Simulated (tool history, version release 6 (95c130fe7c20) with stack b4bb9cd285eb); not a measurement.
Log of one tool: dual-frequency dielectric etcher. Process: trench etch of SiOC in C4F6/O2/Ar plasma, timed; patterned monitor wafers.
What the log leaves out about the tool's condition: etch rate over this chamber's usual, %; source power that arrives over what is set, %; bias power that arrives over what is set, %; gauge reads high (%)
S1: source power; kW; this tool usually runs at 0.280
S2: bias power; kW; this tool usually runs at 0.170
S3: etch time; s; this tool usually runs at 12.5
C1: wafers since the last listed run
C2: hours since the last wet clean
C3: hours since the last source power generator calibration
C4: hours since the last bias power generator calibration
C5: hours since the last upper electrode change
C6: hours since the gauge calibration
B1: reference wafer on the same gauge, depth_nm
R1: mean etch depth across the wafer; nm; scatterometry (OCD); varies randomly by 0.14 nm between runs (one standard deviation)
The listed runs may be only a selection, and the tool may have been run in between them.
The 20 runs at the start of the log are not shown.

{"run": 21, "hour": 894.9, "S1": 0.28, "S2": 0.17, "S3": 10.5, "C1": 888, "C2": 210.4, "C3": 399.8, "C4": 2091.8, "C5": 266.0, "C6": 92.0, "B1": 20.6, "R1": 19.88}
{"run": 22, "hour": 959.0, "S1": 0.23, "S2": 0.17, "S3": 12.5, "C1": 1233, "C2": 274.5, "C3": 463.9, "C4": 2155.9, "C5": 330.1, "C6": 156.1, "B1": 20.61, "R1": 21.7}
{"hour": 963.7, "done": "bias power generator calibrated"}
{"run": 23, "hour": 1009.2, "S1": 0.31, "S2": 0.212, "S3": 12.5, "C1": 888, "C2": 324.7, "C3": 514.1, "C4": 45.5, "C5": 380.3, "C6": 206.3, "B1": 20.61, "R1": 27.62}
{"run": 24, "hour": 1053.6, "S1": 0.28, "S2": 0.17, "S3": 12.5, "C1": 854, "C2": 369.1, "C3": 558.5, "C4": 89.9, "C5": 424.7, "C6": 250.7, "B1": 20.59, "R1": 23.85}
{"run": 25, "hour": 1104.9, "S1": 0.28, "S2": 0.17, "S3": 12.5, "C1": 986, "C2": 420.4, "C3": 609.8, "C4": 141.2, "C5": 476.0, "C6": 302.0, "B1": 20.59, "R1": 23.71}
{"hour": 1130.6, "done": "wet clean of the chamber"}
{"run": 26, "hour": 1131.1, "S1": 0.31, "S2": 0.198, "S3": 12.5, "C1": 42, "C2": 0.5, "C3": 636.0, "C4": 167.4, "C5": 502.2, "C6": 328.2, "B1": 20.62, "R1": 26.58}
{"run": 27, "hour": 1163.8, "S1": 0.28, "S2": 0.17, "S3": 12.5, "C1": 629, "C2": 33.2, "C3": 668.7, "C4": 200.1, "C5": 534.9, "C6": 360.9, "B1": 20.61, "R1": 24.05}
{"run": 28, "hour": 1204.6, "S1": 0.28, "S2": 0.17, "S3": 12.5, "C1": 784, "C2": 74.0, "C3": 709.5, "C4": 240.9, "C5": 575.7, "C6": 401.7, "B1": 20.61, "R1": 23.49}
{"run": 29, "hour": 1269.9, "S1": 0.28, "S2": 0.17, "S3": 16.0, "C1": 1256, "C2": 139.3, "C3": 774.8, "C4": 306.2, "C5": 641.0, "C6": 467.0, "B1": 20.63, "R1": 30.4}
{"run": 30, "hour": 1339.0, "S1": 0.28, "S2": 0.143, "S3": 12.5, "C1": 1329, "C2": 208.4, "C3": 843.9, "C4": 375.3, "C5": 710.1, "C6": 536.1, "B1": 20.55, "R1": 21.83}

Forecast each of these 4 alternatives for the next run:
{"run": "A", "hour": 1339.4, "S1": 0.28, "S2": 0.17, "S3": 12.5, "C1": 7, "C2": 208.8, "C3": 844.3, "C4": 375.7, "C5": 710.5, "C6": 536.5, "B1": "?", "R1": "?"}
{"run": "B", "hour": 1339.4, "S1": 0.28, "S2": 0.155, "S3": 12.5, "C1": 7, "C2": 208.8, "C3": 844.3, "C4": 375.7, "C5": 710.5, "C6": 536.5, "B1": "?", "R1": "?"}
{"run": "C", "hour": 1339.4, "S1": 0.28, "S2": 0.208, "S3": 12.5, "C1": 7, "C2": 208.8, "C3": 844.3, "C4": 375.7, "C5": 710.5, "C6": 536.5, "B1": "?", "R1": "?"}
{"run": "D", "hour": 1339.4, "S1": 0.26, "S2": 0.146, "S3": 14.5, "C1": 7, "C2": 208.8, "C3": 844.3, "C4": 375.7, "C5": 710.5, "C6": 536.5, "B1": "?", "R1": "?"}

run=A B1=20.61 R1=23.73
run=B B1=20.61 R1=22.71
run=C B1=20.61 R1=26.06
run=D B1=20.61 R1=24.71
With the hidden condition removed and each run's random variation left untouched, the same runs would have given:
run=A R1=23.73
run=B R1=22.71
run=C R1=26.06
run=D R1=24.71
